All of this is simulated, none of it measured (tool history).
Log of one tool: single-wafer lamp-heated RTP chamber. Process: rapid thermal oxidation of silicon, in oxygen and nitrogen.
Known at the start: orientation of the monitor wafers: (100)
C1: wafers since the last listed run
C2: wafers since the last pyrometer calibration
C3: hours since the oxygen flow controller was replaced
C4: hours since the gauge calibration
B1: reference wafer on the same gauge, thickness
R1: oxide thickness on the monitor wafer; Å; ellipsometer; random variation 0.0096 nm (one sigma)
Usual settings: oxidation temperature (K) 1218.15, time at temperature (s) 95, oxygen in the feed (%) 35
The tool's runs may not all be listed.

Run 1, day 0.000: usual settings; C1 0; C2 7799; C3 4414.2; C4 1332.1; B1 3.141. Result: R1 31.98 Å.
At day 2.342: pyrometer window cleaned and pyrometer calibrated.
Run 2, day 2.483: usual settings; C1 427; C2 28; C3 4473.8; C4 1391.7; B1 3.137. Result: R1 32.01 Å.
Run 3, day 4.192: usual settings; C1 339; C2 368; C3 4514.8; C4 1432.7; B1 3.145. Result: R1 31.99 Å.
Run 4, day 6.767: usual settings but oxidation temperature (K) 1231.15; C1 512; C2 880; C3 4576.6; C4 1494.5; B1 3.139. Result: R1 34.61 Å.
Run 5, day 8.629: usual settings but oxidation temperature (K) 1231.15; C1 370; C2 1250; C3 4621.3; C4 1539.2; B1 3.141. Result: R1 34.49 Å.
Run 6, day 11.979: usual settings; C1 666; C2 1916; C3 4701.7; C4 1619.6; B1 3.149. Result: R1 31.90 Å.
Run 7, day 15.908: usual settings; C1 781; C2 2698; C3 4796.0; C4 1713.9; B1 3.148. Result: R1 32.03 Å.
Run 8, day 19.862: usual settings; C1 786; C2 3484; C3 4890.9; C4 1808.8; B1 3.151. Result: R1 32.05 Å.
Run 9, day 23.833: usual settings; C1 789; C2 4274; C3 4986.2; C4 1904.1; B1 3.153. Result: R1 32.00 Å.
Run 10, day 28.142: usual settings; C1 856; C2 5131; C3 5089.6; C4 2007.5; B1 3.155. Result: R1 32.18 Å.
Run 11, day 37.404: usual settings; C1 1841; C2 6973; C3 5311.9; C4 2229.8; B1 3.163. Result: R1 32.27 Å.
Run 12, day 39.508: usual settings; C1 418; C2 7391; C3 5362.4; C4 2280.3; B1 3.161. Result: R1 32.24 Å.
Run 13, day 41.208: usual settings; C1 338; C2 7729; C3 5403.2; C4 2321.1; B1 3.163. Result: R1 32.25 Å.
At day 46.062: pyrometer window cleaned and pyrometer calibrated.
Run 14, day 49.033: usual settings; C1 1489; C2 590; C3 5591.0; C4 2508.9; B1 3.174. Result: R1 32.36 Å.
Run 15, day 51.900: usual settings but time at temperature (s) 122; C1 570; C2 1160; C3 5659.8; C4 2577.7; B1 3.173. Result: R1 35.37 Å.
Run 16, day 53.625: usual settings; C1 343; C2 1503; C3 5701.2; C4 2619.1; B1 3.172. Result: R1 32.41 Å.
Run 17, day 55.796: usual settings but oxygen in the feed (%) 17; C1 431; C2 1935; C3 5753.3; C4 2671.2; B1 3.173. Result: R1 27.66 Å.
Run 18, day 59.092: usual settings but oxidation temperature (K) 1192.15, oxygen in the feed (%) 50; C1 655; C2 2590; C3 5832.4; C4 2750.3; B1 3.180. Result: R1 30.42 Å.
Run 19, day 63.025: usual settings; C1 782; C2 3372; C3 5926.8; C4 2844.7; B1 3.179. Result: R1 32.42 Å.
Run 20, day 67.454: usual settings; C1 880; C2 4253; C3 6033.1; C4 2951.0; B1 3.186. Result: R1 32.48 Å.
Run 21, day 70.712: usual settings but time at temperature (s) 138, oxygen in the feed (%) 17; C1 647; C2 4901; C3 6111.3; C4 3029.2; B1 3.184. Result: R1 30.89 Å.
Run 22, day 74.075: usual settings but time at temperature (s) 141; C1 668; C2 5570; C3 6192.0; C4 3109.9; B1 3.189. Result: R1 37.63 Å.
At day 77.792: oxygen flow controller replaced.
Run 23, day 77.812: usual settings but oxidation temperature (K) 1236.15; C1 676; C2 6247; C3 0.5; C4 3199.6; B1 3.197. Result: R1 36.37 Å.
Run 24, day 81.446: usual settings but time at temperature (s) 118, oxygen in the feed (%) 17; C1 722; C2 6969; C3 87.7; C4 3286.8; B1 3.197. Result: R1 29.58 Å.
At day 81.917: gauge calibrated.
At day 83.862: pyrometer window cleaned and pyrometer calibrated.
Run 25, day 83.912: usual settings but oxidation temperature (K) 1239.15, time at temperature (s) 136, oxygen in the feed (%) 44; C1 424; C2 9; C3 146.9; C4 47.9; B1 3.124. Result: R1 45.08 Å.
Run 26, day 85.704: usual settings but time at temperature (s) 125; C1 356; C2 365; C3 189.9; C4 90.9; B1 3.123. Result: R1 35.09 Å.
Run 27, day 88.758: usual settings but oxidation temperature (K) 1207.15, time at temperature (s) 118, oxygen in the feed (%) 17; C1 607; C2 973; C3 263.2; C4 164.2; B1 3.127. Result: R1 27.57 Å.
Run 28, day 92.104: usual settings but oxidation temperature (K) 1232.15, time at temperature (s) 64, oxygen in the feed (%) 51; C1 665; C2 1638; C3 343.5; C4 244.5; B1 3.129. Result: R1 33.32 Å.
Run 29, day 94.171: usual settings but oxidation temperature (K) 1195.15, time at temperature (s) 56, oxygen in the feed (%) 20; C1 410; C2 2049; C3 393.1; C4 294.1; B1 3.125. Result: R1 22.84 Å.
Run 30, day 97.429: usual settings but oxidation temperature (K) 1209.15; C1 647; C2 2697; C3 471.3; C4 372.3; B1 3.127. Result: R1 30.40 Å.
Run 31, day 99.296: usual settings but oxidation temperature (K) 1198.15, oxygen in the feed (%) 56; C1 371; C2 3068; C3 516.1; C4 417.1; B1 3.128. Result: R1 31.90 Å.
Run 32, day 101.921: usual settings but oxidation temperature (K) 1236.15; C1 522; C2 3590; C3 579.1; C4 480.1; B1 3.128. Result: R1 35.76 Å.
Run 33, day 105.750: usual settings; C1 761; C2 4352; C3 671.0; C4 572.0; B1 3.127. Result: R1 31.81 Å.
Run 34, day 107.971: usual settings but oxidation temperature (K) 1190.15, time at temperature (s) 52, oxygen in the feed (%) 49; C1 441; C2 4794; C3 724.3; C4 625.3; B1 3.128. Result: R1 24.79 Å.

Forecast each of these 4 alternatives for the next run:
Run A, day 107.992: usual settings; C1 4; C2 4798; C3 724.8; C4 625.8; B1 ?. Result: R1 ?.
Run B, day 107.992: usual settings but oxygen in the feed (%) 50; C1 4; C2 4798; C3 724.8; C4 625.8; B1 ?. Result: R1 ?.
Run C, day 107.992: usual settings but oxidation temperature (K) 1192.15, time at temperature (s) 108, oxygen in the feed (%) 63; C1 4; C2 4798; C3 724.8; C4 625.8; B1 ?. Result: R1 ?.
Run D, day 107.992: usual settings but oxidation temperature (K) 1194.15, oxygen in the feed (%) 17; C1 4; C2 4798; C3 724.8; C4 625.8; B1 ?. Result: R1 ?.

run     B1     R1
  A  3.136  31.97
  B  3.136  35.18
  C  3.136  33.21
  D  3.136  25.01
Without the tool's hidden state the same runs would have given:
run     R1
  A  31.87
  B  35.07
  C  33.11
  D  24.94

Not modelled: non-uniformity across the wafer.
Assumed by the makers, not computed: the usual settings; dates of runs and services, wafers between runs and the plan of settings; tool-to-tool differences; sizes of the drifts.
